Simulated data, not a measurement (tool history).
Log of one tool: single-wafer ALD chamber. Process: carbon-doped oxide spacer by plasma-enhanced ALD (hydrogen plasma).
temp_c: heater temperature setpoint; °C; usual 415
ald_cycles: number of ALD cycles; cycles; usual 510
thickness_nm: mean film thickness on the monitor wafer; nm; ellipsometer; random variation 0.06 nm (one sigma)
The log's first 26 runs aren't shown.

run,hour,temp_c,ald_cycles,wafers since the last listed run,hours since the last thermocouple change,hours since the gauge calibration,"read-back reference wafer on the same gauge, thickness_nm",thickness_nm
27,311.3,419,477,10,148.6,122.1,24.565,22.171
28,324.1,419,584,11,161.4,134.9,24.581,27.187
29,374.4,415,510,47,211.7,185.2,24.643,23.995
30,386.2,420,585,11,223.5,197,24.66,27.217
31,396.8,415,510,9,234.1,207.6,24.656,24.013
32,403.3,421,450,6,240.6,214.1,24.655,20.858
33,414.4,402,463,10,251.7,225.2,24.682,22.594
34,428,415,447,12,265.3,238.8,24.701,21.095
35,442.8,415,510,13,280.1,253.6,24.696,24.026
36,457.9,428,546,14,295.2,268.7,24.704,24.877
37,472.5,421,477,13,309.8,283.3,24.737,22.133
38,479.1,410,591,6,316.4,289.9,24.72,28.317
39,487.9,428,451,8,325.2,298.7,24.748,20.505
40,503.6,415,449,14,340.9,314.4,24.764,21.175
41,510,415,510,5,347.3,320.8,24.762,24.182

Forecast each of these 4 alternatives for the next run:
A,511.2,415,510,1,348.5,322,?,?
B,511.2,401,570,1,348.5,322,?,?
C,511.2,415,419,1,348.5,322,?,?
D,511.2,430,510,1,348.5,322,?,?

run,"read-back reference wafer on the same gauge, thickness_nm",thickness_nm
A,24.751,24.201
B,24.751,28.094
C,24.751,19.882
D,24.751,23.197
Without the tool's hidden state the same runs would have given:
run,thickness_nm
A,23.935
B,27.786
C,19.664
D,22.943

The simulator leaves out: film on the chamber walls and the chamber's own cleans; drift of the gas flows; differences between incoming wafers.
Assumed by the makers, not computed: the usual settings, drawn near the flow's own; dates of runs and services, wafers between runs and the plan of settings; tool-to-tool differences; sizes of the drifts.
